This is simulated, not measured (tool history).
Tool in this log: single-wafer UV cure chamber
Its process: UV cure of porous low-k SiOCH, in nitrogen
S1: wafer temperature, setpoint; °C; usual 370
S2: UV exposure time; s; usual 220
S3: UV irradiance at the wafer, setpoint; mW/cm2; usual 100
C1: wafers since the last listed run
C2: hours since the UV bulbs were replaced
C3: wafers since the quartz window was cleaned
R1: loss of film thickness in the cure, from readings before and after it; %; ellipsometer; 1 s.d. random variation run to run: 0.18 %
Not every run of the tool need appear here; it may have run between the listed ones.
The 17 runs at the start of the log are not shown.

{"run": 18, "hour": 243.0, "S1": 362, "S2": 220, "S3": 72, "C1": 53, "C2": 90.7, "C3": 424, "R1": 10.78}
{"run": 19, "hour": 250.9, "S1": 385, "S2": 220, "S3": 114, "C1": 49, "C2": 98.6, "C3": 474, "R1": 13.403}
{"run": 20, "hour": 258.9, "S1": 361, "S2": 310, "S3": 137, "C1": 50, "C2": 106.6, "C3": 524, "R1": 15.924}
{"run": 21, "hour": 269.9, "S1": 370, "S2": 220, "S3": 100, "C1": 69, "C2": 117.6, "C3": 594, "R1": 12.313}
{"run": 22, "hour": 282.9, "S1": 360, "S2": 220, "S3": 100, "C1": 82, "C2": 130.6, "C3": 676, "R1": 12.115}
{"run": 23, "hour": 299.6, "S1": 352, "S2": 220, "S3": 100, "C1": 105, "C2": 147.3, "C3": 781, "R1": 11.872}
{"run": 24, "hour": 317.2, "S1": 378, "S2": 300, "S3": 128, "C1": 111, "C2": 164.9, "C3": 892, "R1": 15.593}
{"run": 25, "hour": 328.6, "S1": 370, "S2": 220, "S3": 132, "C1": 71, "C2": 176.3, "C3": 964, "R1": 13.615}
{"run": 26, "hour": 345.8, "S1": 370, "S2": 330, "S3": 75, "C1": 108, "C2": 193.5, "C3": 1073, "R1": 13.127}
{"run": 27, "hour": 355.9, "S1": 378, "S2": 310, "S3": 78, "C1": 63, "C2": 203.6, "C3": 1137, "R1": 13.349}
{"run": 28, "hour": 363.8, "S1": 352, "S2": 340, "S3": 66, "C1": 49, "C2": 211.5, "C3": 1187, "R1": 12.211}
{"run": 29, "hour": 377.4, "S1": 370, "S2": 220, "S3": 100, "C1": 85, "C2": 225.1, "C3": 1272, "R1": 12.478}
{"run": 30, "hour": 386.3, "S1": 370, "S2": 220, "S3": 100, "C1": 56, "C2": 234.0, "C3": 1329, "R1": 12.332}
{"run": 31, "hour": 399.5, "S1": 370, "S2": 220, "S3": 100, "C1": 83, "C2": 247.2, "C3": 1412, "R1": 12.264}
{"run": 32, "hour": 409.4, "S1": 370, "S2": 220, "S3": 100, "C1": 62, "C2": 257.1, "C3": 1474, "R1": 11.964}

Predict each of these 3 candidate next runs independently; none follows another, all start after run 32:
{"run": "A", "hour": 409.9, "S1": 370, "S2": 220, "S3": 100, "C1": 3, "C2": 257.6, "C3": 1478, "R1": "?"}
{"run": "B", "hour": 409.9, "S1": 361, "S2": 220, "S3": 121, "C1": 3, "C2": 257.6, "C3": 1478, "R1": "?"}
{"run": "C", "hour": 409.9, "S1": 370, "S2": 220, "S3": 117, "C1": 3, "C2": 257.6, "C3": 1478, "R1": "?"}

run=A R1=12.159
run=B R1=12.918
run=C R1=12.942
Without the tool's hidden state the same runs would have given:
run=A R1=12.751
run=B R1=13.520
run=C R1=13.544

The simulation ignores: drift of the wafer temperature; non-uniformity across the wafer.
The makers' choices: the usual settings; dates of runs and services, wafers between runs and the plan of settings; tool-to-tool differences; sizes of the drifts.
